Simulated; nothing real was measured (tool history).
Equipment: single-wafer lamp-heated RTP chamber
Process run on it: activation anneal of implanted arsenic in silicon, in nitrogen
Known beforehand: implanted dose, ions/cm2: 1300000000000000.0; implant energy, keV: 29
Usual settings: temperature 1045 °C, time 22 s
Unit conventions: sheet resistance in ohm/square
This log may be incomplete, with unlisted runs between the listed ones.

| run | day | temperature | time | wafers since the last listed run | wafers since the last pyrometer calibration | wafers since the reflector plate was cleaned | hours since the gauge calibration | read-back reference wafer on the same gauge, sheet resistance | sheet resistance |
|---|---|---|---|---|---|---|---|---|---|
| 1 | 0 | 1045 | 22 | 0 | 10363 | 3044 | 2927.5 | 105.07 | 100.81 |
|  | 1.125 | pyrometer window cleaned and pyrometer calibrated |
| 2 | 4.821 | 1045 | 22 | 1861 | 1533 | 4906 | 3043.2 | 104.96 | 101.61 |
| 3 | 8.054 | 1045 | 22 | 1341 | 2874 | 6248 | 3120.8 | 104.97 | 101.29 |
| 4 | 11.779 | 1045 | 22 | 1545 | 4420 | 7793 | 3210.2 | 104.99 | 100.68 |
| 5 | 14.008 | 1045 | 22 | 924 | 5345 | 8718 | 3263.7 | 104.99 | 100.2 |
| 6 | 17.333 | 1045 | 22 | 1379 | 6725 | 10098 | 3343.5 | 104.97 | 99.81 |
| 7 | 19.962 | 1045 | 22 | 1090 | 7815 | 11189 | 3406.6 | 105.03 | 99.43 |
| 8 | 22.492 | 1022 | 14 | 1049 | 8865 | 12238 | 3467.3 | 105.01 | 107.18 |
|  | 26.242 | reflector plate cleaned |
| 9 | 26.738 | 1022 | 14 | 1623 | 10488 | 206 | 3569.2 | 104.99 | 108.39 |
| 10 | 30.108 | 1022 | 14 | 1398 | 11887 | 1605 | 3650.1 | 104.99 | 108.48 |
|  | 33.142 | pyrometer window cleaned and pyrometer calibrated |
| 11 | 33.521 | 1045 | 18 | 1277 | 156 | 2882 | 3732 | 104.98 | 104.82 |
|  | 34.162 | gauge calibrated |
| 12 | 37.083 | 1052 | 22 | 1478 | 1634 | 4360 | 70.1 | 104.95 | 100.28 |
| 13 | 47.375 | 1052 | 22 | 4270 | 5905 | 8631 | 317.1 | 104.99 | 98.59 |
| 14 | 49.088 | 1045 | 22 | 710 | 6615 | 9341 | 358.2 | 105.03 | 100.3 |
| 15 | 50.712 | 1053 | 30 | 674 | 7289 | 10015 | 397.2 | 105.08 | 95.87 |
| 16 | 54.8 | 1045 | 22 | 1695 | 8985 | 11711 | 495.3 | 105.05 | 99.26 |
|  | 59.325 | reflector plate cleaned |
|  | 60.117 | pyrometer window cleaned and pyrometer calibrated |
| 17 | 61.071 | 1061 | 9 | 2325 | 396 | 585 | 645.8 | 105.03 | 106.74 |
| 18 | 64.021 | 1045 | 22 | 1224 | 1620 | 1809 | 716.6 | 105.03 | 101.66 |
| 19 | 65.971 | 1063 | 13 | 809 | 2429 | 2619 | 763.4 | 104.96 | 102.54 |
| 20 | 70.088 | 1045 | 17 | 1708 | 4137 | 4327 | 862.2 | 105.02 | 102.78 |
| 21 | 73.275 | 1037 | 17 | 1322 | 5460 | 5649 | 938.7 | 105.01 | 104.01 |
| 22 | 77.696 | 1073 | 9 | 1834 | 7294 | 7484 | 1044.8 | 105.01 | 102.29 |
| 23 | 79.267 | 1071 | 11 | 651 | 7946 | 8135 | 1082.5 | 104.97 | 101.48 |
| 24 | 82.288 | 1045 | 22 | 1253 | 9199 | 9389 | 1155 | 104.99 | 99.09 |
| 25 | 84.946 | 1055 | 31 | 1102 | 10302 | 10492 | 1218.8 | 105.06 | 94.66 |
| 26 | 87.379 | 1063 | 33 | 1009 | 11312 | 11501 | 1277.2 | 104.94 | 92.09 |
|  | 90.096 | pyrometer window cleaned and pyrometer calibrated |
| 27 | 90.729 | 1016 | 29 | 1251 | 263 | 12753 | 1357.6 | 104.99 | 104.23 |
|  | 93.233 | reflector plate cleaned |
| 28 | 95.025 | 1070 | 26 | 1644 | 1907 | 743 | 1460.7 | 104.93 | 95.65 |
| 29 | 99.508 | 1024 | 22 | 1860 | 3767 | 2604 | 1568.3 | 104.98 | 105.49 |
| 30 | 108.112 | 1024 | 15 | 3570 | 7337 | 6174 | 1774.8 | 105.03 | 107.42 |
| 31 | 110.379 | 1073 | 9 | 940 | 8278 | 7114 | 1829.2 | 105.07 | 102.48 |
| 32 | 114.875 | 1045 | 22 | 1865 | 10143 | 8979 | 1937.1 | 105.07 | 99.62 |
| 33 | 117.183 | 1045 | 22 | 957 | 11101 | 9937 | 1992.5 | 104.97 | 99.68 |
|  | 120.829 | reflector plate cleaned |
| 34 | 120.85 | 1067 | 15 | 1383 | 12484 | 8 | 2080.5 | 104.95 | 99 |
|  | 122.396 | pyrometer window cleaned and pyrometer calibrated |
| 35 | 124.412 | 1037 | 11 | 1339 | 837 | 1348 | 2166 | 104.95 | 108.92 |

Consider 5 possible next runs. They are alternatives, not a sequence: every one starts from the tool as it was left by run 35. What does each give?
| A | 124.429 | 1054 | 22 | 6 | 844 | 1355 | 2166.4 | ? | ? |
| B | 124.429 | 1036 | 13 | 6 | 844 | 1355 | 2166.4 | ? | ? |
| C | 124.429 | 1069 | 22 | 6 | 844 | 1355 | 2166.4 | ? | ? |
| D | 124.429 | 1026 | 35 | 6 | 844 | 1355 | 2166.4 | ? | ? |
| E | 124.429 | 1061 | 22 | 6 | 844 | 1355 | 2166.4 | ? | ? |

| run | read-back reference wafer on the same gauge, sheet resistance | sheet resistance |
|---|---|---|
| A | 105.05 | 100.32 |
| B | 105.05 | 107.73 |
| C | 105.05 | 97.5 |
| D | 105.05 | 101.9 |
| E | 105.05 | 99 |
With no hidden state in the tool, these same runs would have given:
| run | sheet resistance |
|---|---|
| A | 101.04 |
| B | 108.39 |
| C | 98.22 |
| D | 102.67 |
| E | 99.72 |

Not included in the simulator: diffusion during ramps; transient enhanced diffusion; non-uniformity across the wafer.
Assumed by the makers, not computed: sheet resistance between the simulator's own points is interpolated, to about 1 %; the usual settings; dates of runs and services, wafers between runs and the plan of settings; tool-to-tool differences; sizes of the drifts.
